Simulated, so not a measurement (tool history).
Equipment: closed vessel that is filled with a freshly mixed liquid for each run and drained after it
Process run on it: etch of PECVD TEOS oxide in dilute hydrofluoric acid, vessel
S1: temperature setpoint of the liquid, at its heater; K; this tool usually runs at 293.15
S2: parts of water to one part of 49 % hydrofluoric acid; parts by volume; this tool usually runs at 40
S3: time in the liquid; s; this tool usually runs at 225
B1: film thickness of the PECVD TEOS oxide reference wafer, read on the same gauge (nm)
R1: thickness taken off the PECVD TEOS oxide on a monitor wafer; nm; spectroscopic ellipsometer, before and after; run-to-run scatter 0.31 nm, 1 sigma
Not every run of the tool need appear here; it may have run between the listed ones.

run     day      S1  S2   S3      B1     R1
  1   0.000  293.15  40  120  150.03  26.34
  2   0.283  293.15  40  185  149.98  40.69
  3   1.025  293.15  40  225  150.01  49.77
  4   1.667  293.15  40  225  150.01  49.23
  5   2.225  293.15  40  225  150.00  49.83
  6   2.533  293.15  40  225  150.00  49.46
      3.088  -- hydrofluoric acid flow meter replaced
  7   3.212  293.15  40  225  150.00  49.99
  8   3.842  293.15  40  225  150.00  49.14
  9   4.308  293.15  40  225  150.01  49.51
 10   4.567  293.15  40  225  150.00  49.19
 11   5.046  293.15  40  225  149.98  49.76
 12   5.338  295.65  40  225  150.00  54.73
 13   5.946  293.15  40  225  150.00  49.60
 14   6.542  293.15  40  280  149.97  61.28
 15   7.179  293.15  40  225  150.01  48.74
 16   7.767  295.15  35  360  150.00  98.59
 17   8.221  297.15  50  115  149.99  23.81
      8.383  -- gauge calibrated
 18  10.371  295.15  40  105  149.98  24.74
 19  11.033  293.15  35  125  150.02  31.33
 20  11.350  293.15  40  225  150.02  48.68
 21  11.642  293.15  40  190  150.03  41.40

For run 22, what comes out?
 22  12.388  295.15  40  355   ?   ?

{"run 22": {"B1": 149.98, "R1": 84.41}}
If the tool had no hidden condition, the same run with the same run-to-run variation would have returned R1 93.80 nm.

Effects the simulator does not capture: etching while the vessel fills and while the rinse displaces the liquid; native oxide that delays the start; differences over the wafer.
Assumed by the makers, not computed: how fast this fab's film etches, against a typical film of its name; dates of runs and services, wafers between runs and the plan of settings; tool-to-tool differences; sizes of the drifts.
